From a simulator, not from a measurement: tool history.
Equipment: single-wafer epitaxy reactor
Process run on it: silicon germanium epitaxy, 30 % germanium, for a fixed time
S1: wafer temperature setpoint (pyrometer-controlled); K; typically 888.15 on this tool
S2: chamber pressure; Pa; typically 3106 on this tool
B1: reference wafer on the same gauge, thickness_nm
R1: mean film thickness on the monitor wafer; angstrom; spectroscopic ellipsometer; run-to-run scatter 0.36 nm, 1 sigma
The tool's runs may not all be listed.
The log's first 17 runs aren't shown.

{"run": 18, "hour": 828.2, "S1": 879.15, "S2": 3106, "B1": 65.219, "R1": 677.55}
{"run": 19, "hour": 864.0, "S1": 876.15, "S2": 3106, "B1": 65.152, "R1": 636.95}
{"run": 20, "hour": 909.7, "S1": 888.15, "S2": 3546, "B1": 65.135, "R1": 844.19}
{"run": 21, "hour": 951.2, "S1": 901.15, "S2": 3600, "B1": 65.069, "R1": 1100.36}
{"run": 22, "hour": 985.3, "S1": 888.15, "S2": 3106, "B1": 65.336, "R1": 814.42}
{"hour": 999.9, "done": "gauge calibrated"}
{"run": 23, "hour": 1022.6, "S1": 888.15, "S2": 3333, "B1": 66.214, "R1": 843.44}
{"run": 24, "hour": 1093.7, "S1": 883.15, "S2": 3586, "B1": 66.052, "R1": 783.26}
{"run": 25, "hour": 1164.6, "S1": 901.15, "S2": 3400, "B1": 66.058, "R1": 1095.99}
{"run": 26, "hour": 1203.9, "S1": 895.15, "S2": 3346, "B1": 66.077, "R1": 959.67}
{"run": 27, "hour": 1272.1, "S1": 895.15, "S2": 3413, "B1": 65.906, "R1": 964.28}
{"run": 28, "hour": 1305.3, "S1": 888.15, "S2": 2586, "B1": 65.962, "R1": 774.42}
{"run": 29, "hour": 1337.1, "S1": 879.15, "S2": 3866, "B1": 66.058, "R1": 731.93}
{"run": 30, "hour": 1367.2, "S1": 895.15, "S2": 3346, "B1": 65.954, "R1": 966.42}
{"run": 31, "hour": 1412.6, "S1": 898.15, "S2": 3106, "B1": 65.946, "R1": 1007.55}
{"run": 32, "hour": 1483.9, "S1": 888.15, "S2": 3773, "B1": 65.989, "R1": 865.77}
{"run": 33, "hour": 1521.6, "S1": 902.15, "S2": 3400, "B1": 65.764, "R1": 1103.28}
{"run": 34, "hour": 1561.6, "S1": 896.15, "S2": 2826, "B1": 65.833, "R1": 939.39}
{"run": 35, "hour": 1617.4, "S1": 888.15, "S2": 2733, "B1": 65.72, "R1": 785.58}

4 options for the next run, each taken on its own from the tool as it stands now. Forecast them:
{"run": "A", "hour": 1617.8, "S1": 888.15, "S2": 3106, "B1": "?", "R1": "?"}
{"run": "B", "hour": 1617.8, "S1": 888.15, "S2": 3306, "B1": "?", "R1": "?"}
{"run": "C", "hour": 1617.8, "S1": 897.15, "S2": 2480, "B1": "?", "R1": "?"}
{"run": "D", "hour": 1617.8, "S1": 877.15, "S2": 3586, "B1": "?", "R1": "?"}

run=A B1=65.755 R1=821.46
run=B B1=65.755 R1=836.18
run=C B1=65.755 R1=924.05
run=D B1=65.755 R1=683.96
Stripped of hidden state, with their random variation kept, the same runs would have yielded:
run=A R1=829.2
run=B R1=844.06
run=C R1=932.75
run=D R1=690.4

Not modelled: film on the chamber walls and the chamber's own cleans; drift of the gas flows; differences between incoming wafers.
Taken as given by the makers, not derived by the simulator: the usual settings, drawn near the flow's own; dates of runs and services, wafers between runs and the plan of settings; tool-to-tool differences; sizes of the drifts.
